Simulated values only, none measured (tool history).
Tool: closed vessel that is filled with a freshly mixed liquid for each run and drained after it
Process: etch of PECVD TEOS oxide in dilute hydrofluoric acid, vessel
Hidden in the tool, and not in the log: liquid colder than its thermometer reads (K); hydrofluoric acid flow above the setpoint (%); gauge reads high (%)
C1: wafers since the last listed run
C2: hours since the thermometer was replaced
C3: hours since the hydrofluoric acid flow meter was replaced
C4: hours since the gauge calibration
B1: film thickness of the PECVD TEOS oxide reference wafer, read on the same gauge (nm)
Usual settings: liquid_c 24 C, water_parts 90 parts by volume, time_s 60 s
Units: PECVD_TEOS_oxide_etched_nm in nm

{"run": 1, "hour": 0.0, "liquid_c": 24, "water_parts": 90, "time_s": 60, "C1": 0, "C2": 2034.2, "C3": 355.4, "C4": 310.5, "B1": 89.98, "PECVD_TEOS_oxide_etched_nm": 8.99}
{"run": 2, "hour": 28.2, "liquid_c": 24, "water_parts": 90, "time_s": 60, "C1": 2408, "C2": 2062.4, "C3": 383.6, "C4": 338.7, "B1": 90.02, "PECVD_TEOS_oxide_etched_nm": 9.14}
{"run": 3, "hour": 74.0, "liquid_c": 24, "water_parts": 90, "time_s": 45, "C1": 3912, "C2": 2108.2, "C3": 429.4, "C4": 384.5, "B1": 90.03, "PECVD_TEOS_oxide_etched_nm": 6.89}
{"run": 4, "hour": 103.4, "liquid_c": 20.5, "water_parts": 90, "time_s": 75, "C1": 2511, "C2": 2137.6, "C3": 458.8, "C4": 413.9, "B1": 89.97, "PECVD_TEOS_oxide_etched_nm": 10.01}
{"run": 5, "hour": 165.4, "liquid_c": 20.5, "water_parts": 90, "time_s": 75, "C1": 5296, "C2": 2199.6, "C3": 520.8, "C4": 475.9, "B1": 89.99, "PECVD_TEOS_oxide_etched_nm": 9.99}
{"hour": 191.3, "done": "thermometer replaced"}
{"run": 6, "hour": 195.2, "liquid_c": 20.5, "water_parts": 90, "time_s": 75, "C1": 2460, "C2": 3.9, "C3": 550.6, "C4": 505.7, "B1": 89.98, "PECVD_TEOS_oxide_etched_nm": 10.27}
{"hour": 197.0, "done": "hydrofluoric acid flow meter replaced"}
{"run": 7, "hour": 222.3, "liquid_c": 24, "water_parts": 120, "time_s": 60, "C1": 2229, "C2": 31, "C3": 25.3, "C4": 532.8, "B1": 90.01, "PECVD_TEOS_oxide_etched_nm": 6.31}
{"run": 8, "hour": 265.3, "liquid_c": 24, "water_parts": 120, "time_s": 60, "C1": 3673, "C2": 74, "C3": 68.3, "C4": 575.8, "B1": 89.97, "PECVD_TEOS_oxide_etched_nm": 6.26}
{"run": 9, "hour": 320.3, "liquid_c": 24, "water_parts": 90, "time_s": 80, "C1": 4698, "C2": 129, "C3": 123.3, "C4": 630.8, "B1": 90, "PECVD_TEOS_oxide_etched_nm": 11.64}
{"run": 10, "hour": 375.3, "liquid_c": 26, "water_parts": 110, "time_s": 45, "C1": 4698, "C2": 184, "C3": 178.3, "C4": 685.8, "B1": 90.03, "PECVD_TEOS_oxide_etched_nm": 5.73}
{"run": 11, "hour": 400.0, "liquid_c": 24, "water_parts": 120, "time_s": 60, "C1": 2110, "C2": 208.7, "C3": 203, "C4": 710.5, "B1": 90.02, "PECVD_TEOS_oxide_etched_nm": 6.45}
{"hour": 409.9, "done": "gauge calibrated"}
{"run": 12, "hour": 443.4, "liquid_c": 22, "water_parts": 130, "time_s": 60, "C1": 3707, "C2": 252.1, "C3": 246.4, "C4": 33.5, "B1": 89.97, "PECVD_TEOS_oxide_etched_nm": 5.43}
{"run": 13, "hour": 488.7, "liquid_c": 28, "water_parts": 55, "time_s": 60, "C1": 3869, "C2": 297.4, "C3": 291.7, "C4": 78.8, "B1": 89.99, "PECVD_TEOS_oxide_etched_nm": 17.95}
{"run": 14, "hour": 528.5, "liquid_c": 28, "water_parts": 90, "time_s": 60, "C1": 3399, "C2": 337.2, "C3": 331.5, "C4": 118.6, "B1": 89.98, "PECVD_TEOS_oxide_etched_nm": 10.5}
{"run": 15, "hour": 563.7, "liquid_c": 24, "water_parts": 75, "time_s": 30, "C1": 3006, "C2": 372.4, "C3": 366.7, "C4": 153.8, "B1": 89.95, "PECVD_TEOS_oxide_etched_nm": 5.52}
{"run": 16, "hour": 622.6, "liquid_c": 22, "water_parts": 110, "time_s": 90, "C1": 5031, "C2": 431.3, "C3": 425.6, "C4": 212.7, "B1": 90, "PECVD_TEOS_oxide_etched_nm": 10.23}

Forecast each of these 3 alternatives for the next run:
{"run": "A", "hour": 623.3, "liquid_c": 24, "water_parts": 90, "time_s": 60, "C1": 59, "C2": 432, "C3": 426.3, "C4": 213.4, "B1": "?", "PECVD_TEOS_oxide_etched_nm": "?"}
{"run": "B", "hour": 623.3, "liquid_c": 24, "water_parts": 90, "time_s": 30, "C1": 59, "C2": 432, "C3": 426.3, "C4": 213.4, "B1": "?", "PECVD_TEOS_oxide_etched_nm": "?"}
{"run": "C", "hour": 623.3, "liquid_c": 29, "water_parts": 110, "time_s": 85, "C1": 59, "C2": 432, "C3": 426.3, "C4": 213.4, "B1": "?", "PECVD_TEOS_oxide_etched_nm": "?"}

run=A B1=89.96 PECVD_TEOS_oxide_etched_nm=9.15
run=B B1=89.96 PECVD_TEOS_oxide_etched_nm=4.57
run=C B1=89.96 PECVD_TEOS_oxide_etched_nm=12.56
Without the tool's hidden state the same runs would have given:
run=A PECVD_TEOS_oxide_etched_nm=8.65
run=B PECVD_TEOS_oxide_etched_nm=4.32
run=C PECVD_TEOS_oxide_etched_nm=11.85

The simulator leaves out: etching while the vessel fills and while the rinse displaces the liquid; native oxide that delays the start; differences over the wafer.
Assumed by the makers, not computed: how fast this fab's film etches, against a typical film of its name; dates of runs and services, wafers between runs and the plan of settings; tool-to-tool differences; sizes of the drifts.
